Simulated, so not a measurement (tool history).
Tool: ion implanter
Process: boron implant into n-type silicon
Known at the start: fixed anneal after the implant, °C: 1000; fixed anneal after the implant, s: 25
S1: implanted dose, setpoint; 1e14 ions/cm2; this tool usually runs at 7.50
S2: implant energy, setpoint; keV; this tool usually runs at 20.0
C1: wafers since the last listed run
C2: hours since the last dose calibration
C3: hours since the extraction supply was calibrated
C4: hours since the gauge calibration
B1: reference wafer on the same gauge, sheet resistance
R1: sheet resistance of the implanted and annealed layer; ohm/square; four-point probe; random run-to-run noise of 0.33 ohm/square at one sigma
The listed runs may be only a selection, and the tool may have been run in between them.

run 1 hour=0.0 | S1=7.50 S2=14.5 | C1=0 C2=1359.9 C3=4973.8 C4=264.7 | B1=181.95 | R1=157.37
run 2 hour=50.9 | S1=7.50 S2=14.5 | C1=665 C2=1410.8 C3=5024.7 C4=315.6 | B1=182.06 | R1=157.02
run 3 hour=69.7 | S1=7.50 S2=14.5 | C1=245 C2=1429.6 C3=5043.5 C4=334.4 | B1=182.02 | R1=157.14
run 4 hour=162.9 | S1=7.50 S2=20.0 | C1=1218 C2=1522.8 C3=5136.7 C4=427.6 | B1=181.99 | R1=152.15
run 5 hour=184.9 | S1=7.50 S2=20.0 | C1=287 C2=1544.8 C3=5158.7 C4=449.6 | B1=182.03 | R1=152.70
run 6 hour=284.7 | S1=7.50 S2=20.0 | C1=1305 C2=1644.6 C3=5258.5 C4=549.4 | B1=182.07 | R1=151.80
run 7 hour=304.4 | S1=7.50 S2=20.0 | C1=257 C2=1664.3 C3=5278.2 C4=569.1 | B1=181.95 | R1=151.36
run 8 hour=332.3 | S1=7.50 S2=20.0 | C1=364 C2=1692.2 C3=5306.1 C4=597.0 | B1=182.06 | R1=151.71
run 9 hour=367.5 | S1=8.49 S2=20.0 | C1=460 C2=1727.4 C3=5341.3 C4=632.2 | B1=181.98 | R1=136.51
run 10 hour=386.2 | S1=8.49 S2=20.0 | C1=244 C2=1746.1 C3=5360.0 C4=650.9 | B1=181.97 | R1=136.56
run 11 hour=417.4 | S1=7.50 S2=20.0 | C1=408 C2=1777.3 C3=5391.2 C4=682.1 | B1=181.95 | R1=151.95
run 12 hour=439.0 | S1=7.50 S2=20.0 | C1=282 C2=1798.9 C3=5412.8 C4=703.7 | B1=182.03 | R1=151.58
run 13 hour=462.2 | S1=7.50 S2=20.0 | C1=303 C2=1822.1 C3=5436.0 C4=726.9 | B1=181.97 | R1=151.09
run 14 hour=494.8 | S1=7.50 S2=20.0 | C1=426 C2=1854.7 C3=5468.6 C4=759.5 | B1=182.03 | R1=151.13
run 15 hour=522.3 | S1=5.35 S2=25.0 | C1=359 C2=1882.2 C3=5496.1 C4=787.0 | B1=181.92 | R1=196.62
-- hour=536.7 Faraday cup replaced and dose calibrated
run 16 hour=547.4 | S1=7.50 S2=20.0 | C1=223 C2=10.7 C3=5521.2 C4=812.1 | B1=182.03 | R1=163.87
run 17 hour=567.7 | S1=5.88 S2=26.5 | C1=265 C2=31.0 C3=5541.5 C4=832.4 | B1=181.94 | R1=196.62
run 18 hour=580.7 | S1=7.50 S2=20.0 | C1=170 C2=44.0 C3=5554.5 C4=845.4 | B1=182.01 | R1=165.12
run 19 hour=603.8 | S1=6.57 S2=17.5 | C1=302 C2=67.1 C3=5577.6 C4=868.5 | B1=182.01 | R1=186.23
-- hour=621.3 gauge calibrated
run 20 hour=634.5 | S1=7.50 S2=25.5 | C1=401 C2=97.8 C3=5608.3 C4=13.2 | B1=181.96 | R1=160.46
run 21 hour=654.9 | S1=5.95 S2=26.0 | C1=266 C2=118.2 C3=5628.7 C4=33.6 | B1=181.99 | R1=195.80
-- hour=687.8 extraction supply calibrated
run 22 hour=689.1 | S1=7.50 S2=20.0 | C1=342 C2=152.4 C3=1.3 C4=67.8 | B1=182.09 | R1=164.56
run 23 hour=723.7 | S1=6.77 S2=20.0 | C1=452 C2=187.0 C3=35.9 C4=102.4 | B1=182.00 | R1=179.28
run 24 hour=738.2 | S1=6.77 S2=20.0 | C1=189 C2=201.5 C3=50.4 C4=116.9 | B1=182.01 | R1=179.63
-- hour=751.7 Faraday cup replaced and dose calibrated, repeated, since the last time left the tool worse
run 25 hour=771.3 | S1=9.38 S2=25.0 | C1=328 C2=19.6 C3=83.5 C4=150.0 | B1=182.10 | R1=126.23
run 26 hour=783.6 | S1=5.46 S2=27.0 | C1=160 C2=31.9 C3=95.8 C4=162.3 | B1=182.04 | R1=197.69
run 27 hour=855.5 | S1=7.50 S2=20.0 | C1=940 C2=103.8 C3=167.7 C4=234.2 | B1=181.93 | R1=155.18
run 28 hour=871.7 | S1=5.46 S2=14.5 | C1=211 C2=120.0 C3=183.9 C4=250.4 | B1=182.05 | R1=208.36
run 29 hour=903.5 | S1=9.67 S2=25.5 | C1=415 C2=151.8 C3=215.7 C4=282.2 | B1=182.03 | R1=122.78

Predict each of these 3 candidate next runs independently; none follows another, all start after run 29:
run A hour=903.9 | S1=8.38 S2=20.0 | C1=5 C2=152.2 C3=216.1 C4=282.6 | B1=? | R1=?
run B hour=903.9 | S1=7.50 S2=17.5 | C1=5 C2=152.2 C3=216.1 C4=282.6 | B1=? | R1=?
run C hour=903.9 | S1=8.84 S2=24.5 | C1=5 C2=152.2 C3=216.1 C4=282.6 | B1=? | R1=?

run=A B1=181.91 R1=141.09
run=B B1=181.91 R1=156.87
run=C B1=181.91 R1=132.61
The same runs, with their run-to-run variation unchanged, on a tool lacking any hidden condition would have given:
run=A R1=141.28
run=B R1=157.09
run=C R1=132.79

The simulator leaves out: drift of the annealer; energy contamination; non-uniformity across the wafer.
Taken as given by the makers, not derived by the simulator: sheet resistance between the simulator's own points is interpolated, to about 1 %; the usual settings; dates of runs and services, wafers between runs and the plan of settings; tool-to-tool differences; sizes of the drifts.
